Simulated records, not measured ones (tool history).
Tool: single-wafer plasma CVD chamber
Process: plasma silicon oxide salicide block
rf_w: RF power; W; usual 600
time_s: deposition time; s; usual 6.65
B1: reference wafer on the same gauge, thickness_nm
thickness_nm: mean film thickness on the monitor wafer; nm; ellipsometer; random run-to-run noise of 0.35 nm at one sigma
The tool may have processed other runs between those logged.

run 1 hour=0.0 | rf_w=600 time_s=6.65 | B1=76.528 | thickness_nm=66.964
run 2 hour=43.2 | rf_w=600 time_s=6.65 | B1=76.590 | thickness_nm=66.980
run 3 hour=102.7 | rf_w=600 time_s=6.65 | B1=76.537 | thickness_nm=66.807
run 4 hour=148.2 | rf_w=600 time_s=6.65 | B1=76.494 | thickness_nm=66.742
run 5 hour=195.1 | rf_w=600 time_s=6.65 | B1=76.549 | thickness_nm=66.265
run 6 hour=246.1 | rf_w=600 time_s=6.65 | B1=76.558 | thickness_nm=66.811
run 7 hour=317.3 | rf_w=600 time_s=6.65 | B1=76.520 | thickness_nm=66.928
run 8 hour=357.5 | rf_w=600 time_s=6.65 | B1=76.422 | thickness_nm=65.983
run 9 hour=416.2 | rf_w=600 time_s=6.65 | B1=76.535 | thickness_nm=66.325
run 10 hour=459.7 | rf_w=600 time_s=6.65 | B1=76.349 | thickness_nm=66.819
run 11 hour=524.6 | rf_w=600 time_s=6.65 | B1=76.535 | thickness_nm=66.571
run 12 hour=662.4 | rf_w=600 time_s=6.07 | B1=76.627 | thickness_nm=60.982
-- hour=666.8 gauge calibrated
run 13 hour=686.9 | rf_w=600 time_s=6.65 | B1=76.565 | thickness_nm=67.276
run 14 hour=780.4 | rf_w=600 time_s=6.65 | B1=76.526 | thickness_nm=67.073
run 15 hour=809.0 | rf_w=635 time_s=7.13 | B1=76.468 | thickness_nm=72.953
run 16 hour=877.7 | rf_w=600 time_s=6.65 | B1=76.565 | thickness_nm=66.553
run 17 hour=919.1 | rf_w=600 time_s=6.65 | B1=76.604 | thickness_nm=66.062
run 18 hour=969.4 | rf_w=600 time_s=6.65 | B1=76.622 | thickness_nm=66.596
-- hour=991.5 showerhead replaced
run 19 hour=1035.5 | rf_w=535 time_s=6.15 | B1=76.463 | thickness_nm=59.071
run 20 hour=1084.1 | rf_w=535 time_s=6.15 | B1=76.487 | thickness_nm=58.709
run 21 hour=1140.5 | rf_w=600 time_s=6.09 | B1=76.400 | thickness_nm=61.271
run 22 hour=1171.8 | rf_w=600 time_s=7.74 | B1=76.448 | thickness_nm=77.682
run 23 hour=1197.9 | rf_w=705 time_s=6.65 | B1=76.504 | thickness_nm=69.973
run 24 hour=1242.8 | rf_w=530 time_s=7.59 | B1=76.477 | thickness_nm=72.333
run 25 hour=1305.3 | rf_w=645 time_s=6.65 | B1=76.482 | thickness_nm=68.398
run 26 hour=1344.6 | rf_w=600 time_s=6.65 | B1=76.406 | thickness_nm=65.667
-- hour=1366.3 RF generator calibrated
run 27 hour=1380.2 | rf_w=600 time_s=7.96 | B1=76.527 | thickness_nm=79.550

For run 28, what comes out?
run 28 hour=1444.9 | rf_w=600 time_s=6.65 | B1=? | thickness_nm=?

B1: 76.411
thickness_nm: 66.113 nm
Minus the tool's unlogged condition, the same run would have read thickness_nm 66.113 nm.
